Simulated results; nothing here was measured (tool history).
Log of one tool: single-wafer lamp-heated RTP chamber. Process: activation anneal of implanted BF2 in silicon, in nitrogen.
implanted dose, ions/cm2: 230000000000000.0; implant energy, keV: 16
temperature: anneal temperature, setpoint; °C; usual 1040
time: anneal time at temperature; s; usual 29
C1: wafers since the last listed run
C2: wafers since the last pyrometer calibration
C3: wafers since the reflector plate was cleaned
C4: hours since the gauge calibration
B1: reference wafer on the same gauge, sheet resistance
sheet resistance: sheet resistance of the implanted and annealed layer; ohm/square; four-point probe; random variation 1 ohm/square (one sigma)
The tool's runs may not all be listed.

run 1 hour=0 | temperature=1040 time=29 | C1=0 C2=2381 C3=9398 C4=226.3 | B1=337 | sheet_resistance=410.94
run 2 hour=12.5 | temperature=1040 time=29 | C1=187 C2=2569 C3=9586 C4=238.8 | B1=336.98 | sheet_resistance=409.5
run 3 hour=24.5 | temperature=1040 time=29 | C1=180 C2=2749 C3=9767 C4=250.8 | B1=336.71 | sheet_resistance=409.91
run 4 hour=31.3 | temperature=1040 time=29 | C1=102 C2=2851 C3=9869 C4=257.6 | B1=336.9 | sheet_resistance=410.28
run 5 hour=43.7 | temperature=1040 time=16 | C1=186 C2=3038 C3=10055 C4=270 | B1=337.18 | sheet_resistance=415.73
run 6 hour=68.4 | temperature=1040 time=16 | C1=371 C2=3409 C3=10426 C4=294.7 | B1=336.85 | sheet_resistance=418.06
run 7 hour=79.3 | temperature=1040 time=16 | C1=163 C2=3573 C3=10590 C4=305.6 | B1=336.92 | sheet_resistance=415.66
run 8 hour=96.8 | temperature=1040 time=24 | C1=263 C2=3836 C3=10853 C4=323.1 | B1=337.03 | sheet_resistance=412.05
run 9 hour=103.3 | temperature=1040 time=24 | C1=97 C2=3933 C3=10951 C4=329.6 | B1=336.92 | sheet_resistance=412.17
run 10 hour=119.7 | temperature=1022 time=29 | C1=246 C2=4180 C3=11197 C4=346 | B1=337.27 | sheet_resistance=411.4
run 11 hour=125.9 | temperature=1040 time=29 | C1=93 C2=4273 C3=11291 C4=352.2 | B1=336.82 | sheet_resistance=409.29
-- hour=144.5 pyrometer window cleaned and pyrometer calibrated
run 12 hour=145 | temperature=1056 time=29 | C1=166 C2=6 C3=11457 C4=371.3 | B1=337.03 | sheet_resistance=406.72
run 13 hour=151.3 | temperature=1056 time=29 | C1=94 C2=101 C3=11552 C4=377.6 | B1=337.13 | sheet_resistance=404.52
run 14 hour=160 | temperature=1040 time=15 | C1=130 C2=232 C3=11683 C4=386.3 | B1=336.7 | sheet_resistance=417.16
run 15 hour=169.2 | temperature=1040 time=15 | C1=138 C2=370 C3=11821 C4=395.5 | B1=336.85 | sheet_resistance=417.66
run 16 hour=177.7 | temperature=1040 time=29 | C1=127 C2=498 C3=11949 C4=404 | B1=337.28 | sheet_resistance=409.86
run 17 hour=184.4 | temperature=1040 time=29 | C1=100 C2=598 C3=12049 C4=410.7 | B1=337.21 | sheet_resistance=410.84
run 18 hour=199.7 | temperature=1040 time=29 | C1=229 C2=828 C3=12279 C4=426 | B1=336.81 | sheet_resistance=409.51
run 19 hour=210.3 | temperature=1040 time=16 | C1=159 C2=988 C3=12439 C4=436.6 | B1=336.88 | sheet_resistance=417.8
run 20 hour=222.4 | temperature=1063 time=44 | C1=181 C2=1170 C3=12621 C4=448.7 | B1=337.04 | sheet_resistance=397.93
run 21 hour=254.4 | temperature=1040 time=13 | C1=480 C2=1650 C3=13101 C4=480.7 | B1=337.01 | sheet_resistance=416.29
run 22 hour=265.1 | temperature=1016 time=15 | C1=160 C2=1811 C3=13262 C4=491.4 | B1=336.78 | sheet_resistance=418.53
-- hour=280.5 reflector plate cleaned
run 23 hour=281 | temperature=1049 time=29 | C1=118 C2=1930 C3=8 C4=507.3 | B1=337.12 | sheet_resistance=408.08
run 24 hour=317.9 | temperature=1040 time=29 | C1=554 C2=2485 C3=562 C4=544.2 | B1=337.19 | sheet_resistance=411.48
-- hour=321 gauge calibrated
run 25 hour=328.6 | temperature=1028 time=38 | C1=160 C2=2645 C3=723 C4=7.6 | B1=336.98 | sheet_resistance=410.59
run 26 hour=337.4 | temperature=1040 time=16 | C1=132 C2=2778 C3=855 C4=16.4 | B1=337.17 | sheet_resistance=417.54
run 27 hour=351.7 | temperature=1069 time=15 | C1=214 C2=2993 C3=1070 C4=30.7 | B1=337.36 | sheet_resistance=411.45
run 28 hour=365.5 | temperature=1052 time=39 | C1=207 C2=3200 C3=1277 C4=44.5 | B1=337.1 | sheet_resistance=403.04
run 29 hour=379 | temperature=1048 time=29 | C1=202 C2=3403 C3=1480 C4=58 | B1=336.71 | sheet_resistance=408.73
-- hour=392.3 pyrometer window cleaned and pyrometer calibrated
run 30 hour=393.5 | temperature=1048 time=36 | C1=97 C2=17 C3=1578 C4=72.5 | B1=336.71 | sheet_resistance=407.77
run 31 hour=400.3 | temperature=1017 time=17 | C1=102 C2=120 C3=1680 C4=79.3 | B1=337.02 | sheet_resistance=416.41
run 32 hour=416.3 | temperature=1014 time=29 | C1=240 C2=360 C3=1921 C4=95.3 | B1=336.75 | sheet_resistance=413.78
run 33 hour=430.1 | temperature=1059 time=34 | C1=207 C2=567 C3=2128 C4=109.1 | B1=336.99 | sheet_resistance=405.11
run 34 hour=438.1 | temperature=1017 time=29 | C1=120 C2=688 C3=2248 C4=117.1 | B1=337.05 | sheet_resistance=414.26
run 35 hour=453.4 | temperature=1031 time=37 | C1=229 C2=918 C3=2478 C4=132.4 | B1=337.29 | sheet_resistance=410.96
run 36 hour=467.1 | temperature=1025 time=29 | C1=205 C2=1123 C3=2684 C4=146.1 | B1=336.73 | sheet_resistance=412.46
run 37 hour=481.6 | temperature=1040 time=29 | C1=217 C2=1341 C3=2902 C4=160.6 | B1=336.78 | sheet_resistance=411.51
run 38 hour=494.6 | temperature=1060 time=29 | C1=195 C2=1537 C3=3097 C4=173.6 | B1=337.04 | sheet_resistance=405.28

3 ways to go on from here, each from the tool as it stands after run 38. What would each give?
run A hour=495 | temperature=1040 time=29 | C1=6 C2=1543 C3=3104 C4=174 | B1=? | sheet_resistance=?
run B hour=495 | temperature=1056 time=45 | C1=6 C2=1543 C3=3104 C4=174 | B1=? | sheet_resistance=?
run C hour=495 | temperature=1064 time=38 | C1=6 C2=1543 C3=3104 C4=174 | B1=? | sheet_resistance=?

run=A B1=336.98 sheet_resistance=410.25
run=B B1=336.98 sheet_resistance=398.88
run=C B1=336.98 sheet_resistance=398.99
Without the tool's hidden state the same runs would have given:
run=A sheet_resistance=410.25
run=B sheet_resistance=398.88
run=C sheet_resistance=398.99
